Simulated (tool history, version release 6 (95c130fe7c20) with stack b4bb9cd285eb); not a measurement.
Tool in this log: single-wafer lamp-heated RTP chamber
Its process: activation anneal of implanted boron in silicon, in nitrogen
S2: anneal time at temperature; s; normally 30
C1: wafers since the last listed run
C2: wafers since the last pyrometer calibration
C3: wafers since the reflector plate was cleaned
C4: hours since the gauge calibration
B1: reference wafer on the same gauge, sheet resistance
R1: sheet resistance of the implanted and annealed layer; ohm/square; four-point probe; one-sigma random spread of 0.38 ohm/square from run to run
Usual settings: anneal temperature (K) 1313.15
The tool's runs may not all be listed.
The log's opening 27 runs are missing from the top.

{"run": 28, "hour": 2243.7, "anneal temperature (K)": 1313.15, "S2": 30, "C1": 894, "C2": 3086, "C3": 1732, "C4": 1512.2, "B1": 208.13, "R1": 256.38}
{"hour": 2304.8, "done": "gauge calibrated"}
{"run": 29, "hour": 2339.3, "anneal temperature (K)": 1313.15, "S2": 35, "C1": 1273, "C2": 4359, "C3": 3005, "C4": 34.5, "B1": 206.58, "R1": 252.84}
{"run": 30, "hour": 2414.8, "anneal temperature (K)": 1313.15, "S2": 30, "C1": 1005, "C2": 5365, "C3": 4011, "C4": 110, "B1": 206.62, "R1": 253.75}
{"run": 31, "hour": 2486.8, "anneal temperature (K)": 1313.15, "S2": 30, "C1": 958, "C2": 6324, "C3": 4969, "C4": 182, "B1": 206.82, "R1": 254.05}
{"run": 32, "hour": 2555.8, "anneal temperature (K)": 1313.15, "S2": 30, "C1": 918, "C2": 7243, "C3": 5888, "C4": 251, "B1": 206.65, "R1": 254.3}
{"run": 33, "hour": 2638.1, "anneal temperature (K)": 1333.15, "S2": 39, "C1": 1096, "C2": 8339, "C3": 6984, "C4": 333.3, "B1": 206.83, "R1": 251.17}
{"run": 34, "hour": 2703.5, "anneal temperature (K)": 1286.15, "S2": 39, "C1": 870, "C2": 9210, "C3": 7855, "C4": 398.7, "B1": 206.76, "R1": 256.84}
{"hour": 2732.8, "done": "pyrometer window cleaned and pyrometer calibrated"}
{"run": 35, "hour": 2762.7, "anneal temperature (K)": 1304.15, "S2": 41, "C1": 681, "C2": 398, "C3": 8537, "C4": 457.9, "B1": 206.94, "R1": 254.93}
{"run": 36, "hour": 2821.8, "anneal temperature (K)": 1300.15, "S2": 42, "C1": 787, "C2": 1185, "C3": 9324, "C4": 517, "B1": 206.94, "R1": 254.13}
{"hour": 2889.6, "done": "reflector plate cleaned"}
{"run": 37, "hour": 2921.5, "anneal temperature (K)": 1329.15, "S2": 42, "C1": 1221, "C2": 2406, "C3": 425, "C4": 616.7, "B1": 207.05, "R1": 252.03}

Below are 3 alternative next runs, each starting from the tool's condition after run 37. Predict each:
{"run": "A", "hour": 2921.9, "anneal temperature (K)": 1313.15, "S2": 23, "C1": 5, "C2": 2411, "C3": 430, "C4": 617.1, "B1": "?", "R1": "?"}
{"run": "B", "hour": 2921.9, "anneal temperature (K)": 1302.15, "S2": 18, "C1": 5, "C2": 2411, "C3": 430, "C4": 617.1, "B1": "?", "R1": "?"}
{"run": "C", "hour": 2921.9, "anneal temperature (K)": 1285.15, "S2": 43, "C1": 5, "C2": 2411, "C3": 430, "C4": 617.1, "B1": "?", "R1": "?"}

run=A B1=207.12 R1=255.72
run=B B1=207.12 R1=257.53
run=C B1=207.12 R1=257.55
Had the tool no hidden state, the same runs would have come out as:
run=A R1=254.37
run=B R1=256.17
run=C R1=256.19
